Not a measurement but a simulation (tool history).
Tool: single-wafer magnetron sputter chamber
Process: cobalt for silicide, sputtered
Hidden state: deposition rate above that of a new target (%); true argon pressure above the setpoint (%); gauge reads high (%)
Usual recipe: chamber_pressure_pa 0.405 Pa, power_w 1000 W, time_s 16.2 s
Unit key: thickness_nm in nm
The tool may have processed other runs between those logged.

run	hour	chamber_pressure_pa	power_w	time_s	wafers since the last listed run	wafers on the sputter target	hours since the last manometer calibration	hours since the magnet pack was replaced	hours since the gauge calibration	read-back reference wafer on the same gauge, thickness_nm	thickness_nm
1	0	0.405	1000	18.4	0	10081	1040.1	11053.7	1211	9.216	9.024
2	62.4	0.405	1000	13.8	2081	12163	1102.5	11116.1	1273.4	9.21	6.821
3	166.8	0.405	1000	16.2	3482	15646	1206.9	11220.5	1377.8	9.205	7.956
# hour 180.9: sputter target and shields replaced
4	225.8	0.405	1000	16.2	1701	1497	1265.9	11279.5	1436.8	9.212	7.998
5	265.2	0.405	1000	16.2	1314	2811	1305.3	11318.9	1476.2	9.2	7.968
6	366.5	0.405	1000	16.2	3379	6191	1406.6	11420.2	1577.5	9.207	7.973
7	439.2	0.405	1050	13.6	2425	8616	1479.3	11492.9	1650.2	9.215	6.971
8	501.8	0.405	1050	13.6	2088	10704	1541.9	11555.5	1712.8	9.211	7.047
9	546.3	0.405	1050	13.6	1484	12189	1586.4	11600	1757.3	9.204	7.019
10	649.6	0.405	1000	15.1	3446	15635	1689.7	11703.3	1860.6	9.208	7.402
# hour 671: sputter target and shields replaced
11	699.7	0.405	1000	15.1	1404	957	1739.8	11753.4	1910.7	9.211	7.423
12	915	0.405	1000	16.2	7182	8139	1955.1	11968.7	2126	9.212	7.989
13	997.6	0.405	1000	16.2	2755	10894	2037.7	12051.3	2208.6	9.208	7.973
14	1040.4	0.405	1000	16.2	1427	12322	2080.5	12094.1	2251.4	9.215	7.965
15	1143.4	0.333	1000	16.2	3436	15758	2183.5	12197.1	2354.4	9.216	8.155
# hour 1174.5: capacitance manometer re-zeroed and calibrated
# hour 1259.8: sputter target and shields replaced
16	1320.8	0.523	1000	15	5384	2036	146.3	12374.5	2531.8	9.213	7.034
17	1379.4	0.331	1000	16.2	1954	3991	204.9	12433.1	2590.4	9.209	8.198
# hour 1523.5: magnet pack replaced
# hour 1589.8: gauge calibrated
18	1688.1	0.555	1100	13.3	10031	14022	513.6	164.6	98.3	9.21	6.77
19	1776.6	0.511	1100	13.3	2952	16974	602.1	253.1	186.8	9.205	6.923
# hour 1828.4: sputter target and shields replaced
20	1867.8	0.405	800	16.2	2775	1314	693.3	344.3	278	9.208	6.388

Run 21 has not been measured yet. What should we expect?
21	1905.3	0.303	1150	14.2	1250	2565	730.8	381.8	315.5	?	?

Run 21 gave read-back reference wafer on the same gauge, thickness_nm 9.202, thickness_nm 8.341 nm.
The same run, on a tool lacking any hidden state, would have yielded thickness_nm 8.341 nm.
